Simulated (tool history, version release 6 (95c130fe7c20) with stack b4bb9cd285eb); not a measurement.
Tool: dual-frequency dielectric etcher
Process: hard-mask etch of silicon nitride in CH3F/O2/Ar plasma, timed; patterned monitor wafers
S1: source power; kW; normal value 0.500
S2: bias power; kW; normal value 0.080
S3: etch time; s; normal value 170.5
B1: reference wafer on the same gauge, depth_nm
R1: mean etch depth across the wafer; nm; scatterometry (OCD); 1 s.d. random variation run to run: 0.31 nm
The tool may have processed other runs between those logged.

run   hour     S1     S2     S3     B1     R1
  1    0.0  0.580  0.080  148.0  119.0  117.5
  2   12.2  0.500  0.067  170.5  118.9  122.1
  3   20.1  0.500  0.080  170.5  118.9  126.4
  4   36.3  0.500  0.080  204.0  119.0  150.8
  5   49.7  0.500  0.080  204.0  119.1  150.6
  6   60.0  0.500  0.080  170.5  119.0  125.9
  7   72.6  0.500  0.080  170.5  119.0  125.3
  8  119.2  0.500  0.080  170.5  118.9  125.5
  9  129.0  0.500  0.080  170.5  119.0  125.9
 10  143.9  0.500  0.080  170.5  119.1  125.1
 11  150.9  0.500  0.080  170.5  119.0  125.5
     159.5  -- source power generator calibrated
 12  160.0  0.500  0.080  170.5  118.9  125.5
 13  167.3  0.430  0.090  206.0  119.0  144.3
     168.4  -- gauge calibrated
 14  175.5  0.620  0.095  154.0  118.9  130.0
     201.8  -- wet clean of the chamber
 15  202.3  0.590  0.080  170.5  119.0  137.4
 16  202.7  0.600  0.080  170.5  119.0  138.1
 17  203.1  0.620  0.095  154.0  119.1  132.5
     209.9  -- bias power generator calibrated
     237.1  -- upper electrode replaced
 18  237.6  0.610  0.097  199.5  118.9  170.6
 19  258.0  0.470  0.066  214.5  119.1  149.8
 20  269.6  0.500  0.080  170.5  118.9  127.1
 21  285.7  0.500  0.080  156.0  119.0  116.4
 22  294.6  0.500  0.080  170.5  119.1  127.2
 23  308.0  0.390  0.067  211.0  119.0  133.9
 24  322.9  0.500  0.075  148.0  119.0  108.4
 25  337.8  0.500  0.080  170.5  119.1  126.5

3 ways to go on from here, each from the tool as it stands after run 25. What would each give?
  A  338.3  0.500  0.074  170.5   ?   ?
  B  338.3  0.500  0.080  193.0   ?   ?
  C  338.3  0.500  0.080  212.5   ?   ?

run     B1     R1
  A  119.0  124.6
  B  119.0  143.5
  C  119.0  158.0
The same runs, with their run-to-run variation unchanged, on a tool lacking any hidden condition would have given:
run     R1
  A  125.9
  B  144.9
  C  159.6

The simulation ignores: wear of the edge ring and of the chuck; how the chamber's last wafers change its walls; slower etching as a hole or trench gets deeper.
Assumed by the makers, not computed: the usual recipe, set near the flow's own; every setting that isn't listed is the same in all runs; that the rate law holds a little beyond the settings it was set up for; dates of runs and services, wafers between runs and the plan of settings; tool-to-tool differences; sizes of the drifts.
